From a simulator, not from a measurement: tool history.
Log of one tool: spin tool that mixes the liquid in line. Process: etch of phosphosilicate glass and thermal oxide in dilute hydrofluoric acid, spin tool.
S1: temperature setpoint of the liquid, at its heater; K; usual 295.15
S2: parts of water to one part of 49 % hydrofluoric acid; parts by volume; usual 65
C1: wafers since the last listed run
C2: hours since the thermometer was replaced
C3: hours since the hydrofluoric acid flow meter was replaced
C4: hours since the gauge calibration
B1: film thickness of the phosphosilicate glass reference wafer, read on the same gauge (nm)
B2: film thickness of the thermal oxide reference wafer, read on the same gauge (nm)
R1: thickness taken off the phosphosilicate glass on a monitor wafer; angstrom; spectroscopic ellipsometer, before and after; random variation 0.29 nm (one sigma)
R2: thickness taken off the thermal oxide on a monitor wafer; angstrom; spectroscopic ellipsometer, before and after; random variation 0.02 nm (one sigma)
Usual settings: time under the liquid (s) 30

{"run": 1, "hour": 0.0, "S1": 295.15, "S2": 65, "time under the liquid (s)": 30, "C1": 0, "C2": 840.2, "C3": 539.4, "C4": 291.6, "B1": 130.03, "B2": 79.989, "R1": 360.4, "R2": 21.33}
{"run": 2, "hour": 28.9, "S1": 295.15, "S2": 80, "time under the liquid (s)": 30, "C1": 479, "C2": 869.1, "C3": 568.3, "C4": 320.5, "B1": 129.99, "B2": 79.989, "R1": 289.8, "R2": 17.2}
{"run": 3, "hour": 43.7, "S1": 295.15, "S2": 80, "time under the liquid (s)": 30, "C1": 245, "C2": 883.9, "C3": 583.1, "C4": 335.3, "B1": 130.0, "B2": 80.007, "R1": 288.0, "R2": 16.77}
{"run": 4, "hour": 67.7, "S1": 295.15, "S2": 80, "time under the liquid (s)": 30, "C1": 398, "C2": 907.9, "C3": 607.1, "C4": 359.3, "B1": 130.01, "B2": 79.99, "R1": 287.8, "R2": 16.75}
{"run": 5, "hour": 142.0, "S1": 295.15, "S2": 65, "time under the liquid (s)": 30, "C1": 1232, "C2": 982.2, "C3": 681.4, "C4": 433.6, "B1": 130.04, "B2": 79.994, "R1": 361.6, "R2": 21.73}
{"run": 6, "hour": 174.9, "S1": 295.15, "S2": 65, "time under the liquid (s)": 30, "C1": 545, "C2": 1015.1, "C3": 714.3, "C4": 466.5, "B1": 130.0, "B2": 80.009, "R1": 368.9, "R2": 21.67}
{"run": 7, "hour": 195.5, "S1": 295.15, "S2": 65, "time under the liquid (s)": 30, "C1": 341, "C2": 1035.7, "C3": 734.9, "C4": 487.1, "B1": 130.02, "B2": 79.994, "R1": 366.2, "R2": 21.6}
{"run": 8, "hour": 224.6, "S1": 295.15, "S2": 65, "time under the liquid (s)": 30, "C1": 482, "C2": 1064.8, "C3": 764.0, "C4": 516.2, "B1": 130.01, "B2": 79.996, "R1": 372.7, "R2": 21.54}
{"run": 9, "hour": 248.4, "S1": 295.15, "S2": 65, "time under the liquid (s)": 30, "C1": 394, "C2": 1088.6, "C3": 787.8, "C4": 540.0, "B1": 130.02, "B2": 79.985, "R1": 369.3, "R2": 21.42}
{"run": 10, "hour": 262.5, "S1": 295.15, "S2": 65, "time under the liquid (s)": 30, "C1": 233, "C2": 1102.7, "C3": 801.9, "C4": 554.1, "B1": 130.02, "B2": 79.992, "R1": 363.7, "R2": 21.37}
{"hour": 286.9, "done": "hydrofluoric acid flow meter replaced"}
{"run": 11, "hour": 287.3, "S1": 299.65, "S2": 40, "time under the liquid (s)": 15, "C1": 394, "C2": 1127.5, "C3": 0.4, "C4": 578.9, "B1": 129.98, "B2": 80.001, "R1": 370.9, "R2": 21.98}
{"run": 12, "hour": 320.7, "S1": 299.65, "S2": 65, "time under the liquid (s)": 30, "C1": 554, "C2": 1160.9, "C3": 33.8, "C4": 612.3, "B1": 130.01, "B2": 79.967, "R1": 445.4, "R2": 26.18}
{"hour": 362.2, "done": "gauge calibrated"}
{"run": 13, "hour": 378.0, "S1": 291.65, "S2": 45, "time under the liquid (s)": 50, "C1": 950, "C2": 1218.2, "C3": 91.1, "C4": 15.8, "B1": 129.98, "B2": 80.035, "R1": 783.3, "R2": 46.23}
{"run": 14, "hour": 397.3, "S1": 295.15, "S2": 65, "time under the liquid (s)": 30, "C1": 320, "C2": 1237.5, "C3": 110.4, "C4": 35.1, "B1": 129.98, "B2": 80.022, "R1": 361.6, "R2": 21.82}
{"run": 15, "hour": 424.8, "S1": 295.15, "S2": 75, "time under the liquid (s)": 25, "C1": 456, "C2": 1265.0, "C3": 137.9, "C4": 62.6, "B1": 130.05, "B2": 79.992, "R1": 261.6, "R2": 15.64}
{"run": 16, "hour": 453.9, "S1": 295.15, "S2": 65, "time under the liquid (s)": 50, "C1": 482, "C2": 1294.1, "C3": 167.0, "C4": 91.7, "B1": 129.99, "B2": 79.997, "R1": 619.4, "R2": 35.84}
{"run": 17, "hour": 474.8, "S1": 295.15, "S2": 80, "time under the liquid (s)": 30, "C1": 346, "C2": 1315.0, "C3": 187.9, "C4": 112.6, "B1": 130.0, "B2": 79.982, "R1": 296.2, "R2": 17.54}
{"run": 18, "hour": 493.0, "S1": 291.65, "S2": 65, "time under the liquid (s)": 30, "C1": 301, "C2": 1333.2, "C3": 206.1, "C4": 130.8, "B1": 130.01, "B2": 79.995, "R1": 324.2, "R2": 19.44}
{"hour": 503.6, "done": "thermometer replaced"}
{"run": 19, "hour": 516.0, "S1": 300.15, "S2": 50, "time under the liquid (s)": 40, "C1": 365, "C2": 12.4, "C3": 229.1, "C4": 153.8, "B1": 130.04, "B2": 79.974, "R1": 738.8, "R2": 43.61}
{"run": 20, "hour": 537.1, "S1": 295.15, "S2": 85, "time under the liquid (s)": 15, "C1": 350, "C2": 33.5, "C3": 250.2, "C4": 174.9, "B1": 130.01, "B2": 80.017, "R1": 125.7, "R2": 7.57}
{"run": 21, "hour": 553.2, "S1": 295.15, "S2": 65, "time under the liquid (s)": 30, "C1": 267, "C2": 49.6, "C3": 266.3, "C4": 191.0, "B1": 130.0, "B2": 80.001, "R1": 344.2, "R2": 20.09}
{"run": 22, "hour": 565.3, "S1": 295.15, "S2": 65, "time under the liquid (s)": 30, "C1": 200, "C2": 61.7, "C3": 278.4, "C4": 203.1, "B1": 130.01, "B2": 80.022, "R1": 336.0, "R2": 20.03}
{"run": 23, "hour": 614.8, "S1": 293.65, "S2": 65, "time under the liquid (s)": 30, "C1": 821, "C2": 111.2, "C3": 327.9, "C4": 252.6, "B1": 130.04, "B2": 79.995, "R1": 321.3, "R2": 19.17}
{"run": 24, "hour": 631.0, "S1": 298.15, "S2": 65, "time under the liquid (s)": 30, "C1": 268, "C2": 127.4, "C3": 344.1, "C4": 268.8, "B1": 129.97, "B2": 79.98, "R1": 386.3, "R2": 22.68}
{"run": 25, "hour": 661.0, "S1": 295.15, "S2": 65, "time under the liquid (s)": 30, "C1": 497, "C2": 157.4, "C3": 374.1, "C4": 298.8, "B1": 130.0, "B2": 79.991, "R1": 338.6, "R2": 20.33}
{"run": 26, "hour": 681.2, "S1": 295.15, "S2": 65, "time under the liquid (s)": 20, "C1": 335, "C2": 177.6, "C3": 394.3, "C4": 319.0, "B1": 130.0, "B2": 79.994, "R1": 227.3, "R2": 13.65}

Forecast run 27:
{"run": 27, "hour": 698.5, "S1": 297.65, "S2": 85, "time under the liquid (s)": 45, "C1": 287, "C2": 194.9, "C3": 411.6, "C4": 336.3, "B1": "?", "B2": "?", "R1": "?", "R2": "?"}

{"run 27": {"B1": 129.99, "B2": 80.018, "R1": 420.3, "R2": 25.37}}
Without the tool's hidden state the same run would have given R1 414.0 angstrom, R2 24.99 angstrom.
